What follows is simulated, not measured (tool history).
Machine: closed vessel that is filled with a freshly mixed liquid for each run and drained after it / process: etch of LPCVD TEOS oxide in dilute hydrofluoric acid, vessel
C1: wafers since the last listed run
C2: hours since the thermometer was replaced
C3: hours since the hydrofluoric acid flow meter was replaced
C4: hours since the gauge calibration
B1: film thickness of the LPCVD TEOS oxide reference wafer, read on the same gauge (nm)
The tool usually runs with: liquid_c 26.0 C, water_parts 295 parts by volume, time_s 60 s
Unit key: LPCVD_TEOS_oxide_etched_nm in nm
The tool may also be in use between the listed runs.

Run 1, day 0.000: usual settings but liquid_c 29.0 C, time_s 50 s; C1 0; C2 1101.8; C3 609.0; C4 943.8; B1 69.99. Result: LPCVD_TEOS_oxide_etched_nm 9.65 nm.
Run 2, day 3.417: usual settings but liquid_c 29.0 C, time_s 50 s; C1 8525; C2 1183.8; C3 691.0; C4 1025.8; B1 69.99. Result: LPCVD_TEOS_oxide_etched_nm 9.71 nm.
Run 3, day 7.754: usual settings; C1 10822; C2 1287.9; C3 795.1; C4 1129.9; B1 70.00. Result: LPCVD_TEOS_oxide_etched_nm 10.61 nm.
Run 4, day 20.583: usual settings; C1 32010; C2 1595.8; C3 1103.0; C4 1437.8; B1 70.00. Result: LPCVD_TEOS_oxide_etched_nm 10.98 nm.
Run 5, day 24.104: usual settings; C1 8785; C2 1680.3; C3 1187.5; C4 1522.3; B1 70.00. Result: LPCVD_TEOS_oxide_etched_nm 10.71 nm.
Run 6, day 27.958: usual settings; C1 9616; C2 1772.8; C3 1280.0; C4 1614.8; B1 70.00. Result: LPCVD_TEOS_oxide_etched_nm 11.16 nm.
Run 7, day 30.408: usual settings; C1 6113; C2 1831.6; C3 1338.8; C4 1673.6; B1 70.02. Result: LPCVD_TEOS_oxide_etched_nm 10.87 nm.
Run 8, day 33.758: usual settings but water_parts 210 parts by volume; C1 8358; C2 1912.0; C3 1419.2; C4 1754.0; B1 69.99. Result: LPCVD_TEOS_oxide_etched_nm 16.91 nm.
Run 9, day 36.125: usual settings but water_parts 210 parts by volume; C1 5905; C2 1968.8; C3 1476.0; C4 1810.8; B1 69.97. Result: LPCVD_TEOS_oxide_etched_nm 17.03 nm.
Run 10, day 38.108: usual settings but water_parts 210 parts by volume; C1 4948; C2 2016.4; C3 1523.6; C4 1858.4; B1 70.01. Result: LPCVD_TEOS_oxide_etched_nm 16.74 nm.
At day 41.004: hydrofluoric acid flow meter replaced.
Run 11, day 41.638: usual settings; C1 8701; C2 2101.1; C3 15.2; C4 1943.1; B1 69.99. Result: LPCVD_TEOS_oxide_etched_nm 9.92 nm.
Run 12, day 44.104: usual settings; C1 6154; C2 2160.3; C3 74.4; C4 2002.3; B1 69.99. Result: LPCVD_TEOS_oxide_etched_nm 10.21 nm.
Run 13, day 48.238: usual settings but liquid_c 28.5 C, time_s 85 s; C1 10313; C2 2259.5; C3 173.6; C4 2101.5; B1 70.00. Result: LPCVD_TEOS_oxide_etched_nm 15.49 nm.
Run 14, day 50.554: usual settings but liquid_c 22.5 C, water_parts 225 parts by volume; C1 5780; C2 2315.1; C3 229.2; C4 2157.1; B1 70.00. Result: LPCVD_TEOS_oxide_etched_nm 12.62 nm.
Run 15, day 54.912: usual settings but liquid_c 30.5 C, time_s 40 s; C1 10874; C2 2419.7; C3 333.8; C4 2261.7; B1 69.99. Result: LPCVD_TEOS_oxide_etched_nm 7.71 nm.
Run 16, day 56.458: usual settings but liquid_c 21.5 C, water_parts 380 parts by volume, time_s 90 s; C1 3857; C2 2456.8; C3 370.9; C4 2298.8; B1 70.01. Result: LPCVD_TEOS_oxide_etched_nm 9.35 nm.
Run 17, day 59.558: usual settings but liquid_c 29.0 C, water_parts 380 parts by volume, time_s 30 s; C1 7735; C2 2531.2; C3 445.3; C4 2373.2; B1 69.99. Result: LPCVD_TEOS_oxide_etched_nm 4.03 nm.
Run 18, day 62.133: usual settings but liquid_c 29.0 C, time_s 30 s; C1 6425; C2 2593.0; C3 507.1; C4 2435.0; B1 70.00. Result: LPCVD_TEOS_oxide_etched_nm 5.66 nm.
Run 19, day 65.208: usual settings but liquid_c 27.5 C, water_parts 345 parts by volume, time_s 75 s; C1 7672; C2 2666.8; C3 580.9; C4 2508.8; B1 70.01. Result: LPCVD_TEOS_oxide_etched_nm 11.09 nm.
Run 20, day 67.896: usual settings; C1 6705; C2 2731.3; C3 645.4; C4 2573.3; B1 70.01. Result: LPCVD_TEOS_oxide_etched_nm 10.21 nm.
At day 71.050: thermometer replaced.
Run 21, day 71.567: usual settings but water_parts 420 parts by volume, time_s 35 s; C1 9055; C2 12.4; C3 733.5; C4 2661.4; B1 69.99. Result: LPCVD_TEOS_oxide_etched_nm 3.81 nm.
Run 22, day 83.754: usual settings but liquid_c 24.0 C, water_parts 255 parts by volume, time_s 50 s; C1 30409; C2 304.9; C3 1026.0; C4 2953.9; B1 70.00. Result: LPCVD_TEOS_oxide_etched_nm 9.94 nm.
Run 23, day 88.104: usual settings; C1 10853; C2 409.3; C3 1130.4; C4 3058.3; B1 69.99. Result: LPCVD_TEOS_oxide_etched_nm 10.61 nm.
At day 89.733: gauge calibrated.
Run 24, day 92.354: usual settings but water_parts 380 parts by volume, time_s 30 s; C1 10604; C2 511.3; C3 1232.4; C4 62.9; B1 70.03. Result: LPCVD_TEOS_oxide_etched_nm 3.77 nm.
At day 94.462: hydrofluoric acid flow meter replaced.
Run 25, day 95.679: usual settings but liquid_c 31.0 C, water_parts 430 parts by volume; C1 8192; C2 591.1; C3 29.2; C4 142.7; B1 70.00. Result: LPCVD_TEOS_oxide_etched_nm 7.01 nm.
Run 26, day 98.446: usual settings but liquid_c 29.5 C, time_s 30 s; C1 6903; C2 657.5; C3 95.6; C4 209.1; B1 70.01. Result: LPCVD_TEOS_oxide_etched_nm 5.56 nm.
Run 27, day 101.304: usual settings; C1 7132; C2 726.1; C3 164.2; C4 277.7; B1 69.99. Result: LPCVD_TEOS_oxide_etched_nm 10.07 nm.
Run 28, day 104.779: usual settings but time_s 40 s; C1 8670; C2 809.5; C3 247.6; C4 361.1; B1 69.99. Result: LPCVD_TEOS_oxide_etched_nm 6.95 nm.
Run 29, day 107.371: usual settings but liquid_c 29.5 C; C1 6466; C2 871.7; C3 309.8; C4 423.3; B1 69.99. Result: LPCVD_TEOS_oxide_etched_nm 11.27 nm.
Run 30, day 109.325: usual settings but liquid_c 24.5 C, water_parts 395 parts by volume, time_s 75 s; C1 4875; C2 918.6; C3 356.7; C4 470.2; B1 70.00. Result: LPCVD_TEOS_oxide_etched_nm 8.30 nm.
Run 31, day 113.438: usual settings; C1 10261; C2 1017.3; C3 455.4; C4 568.9; B1 70.00. Result: LPCVD_TEOS_oxide_etched_nm 10.33 nm.
Run 32, day 117.517: usual settings but liquid_c 28.0 C, water_parts 160 parts by volume, time_s 70 s; C1 10178; C2 1115.2; C3 553.3; C4 666.8; B1 69.99. Result: LPCVD_TEOS_oxide_etched_nm 28.07 nm.
Run 33, day 119.312: usual settings but liquid_c 22.5 C; C1 4480; C2 1158.3; C3 596.4; C4 709.9; B1 70.02. Result: LPCVD_TEOS_oxide_etched_nm 9.13 nm.
Run 34, day 120.817: usual settings; C1 3753; C2 1194.4; C3 632.5; C4 746.0; B1 70.00. Result: LPCVD_TEOS_oxide_etched_nm 10.67 nm.

3 ways to go on from here, each from the tool as it stands after run 34. What would each give?
Run A, day 120.846: usual settings; C1 72; C2 1195.1; C3 633.2; C4 746.7; B1 ?. Result: LPCVD_TEOS_oxide_etched_nm ?.
Run B, day 120.846: usual settings but liquid_c 21.5 C, water_parts 335 parts by volume; C1 72; C2 1195.1; C3 633.2; C4 746.7; B1 ?. Result: LPCVD_TEOS_oxide_etched_nm ?.
Run C, day 120.846: usual settings but water_parts 235 parts by volume; C1 72; C2 1195.1; C3 633.2; C4 746.7; B1 ?. Result: LPCVD_TEOS_oxide_etched_nm ?.

run     B1  LPCVD_TEOS_oxide_etched_nm
  A  70.01                       10.46
  B  70.01                        7.59
  C  70.01                       13.96
The same runs, with their run-to-run variation unchanged, on a tool lacking any hidden condition would have given:
run  LPCVD_TEOS_oxide_etched_nm
  A                        9.98
  B                        7.24
  C                       13.34
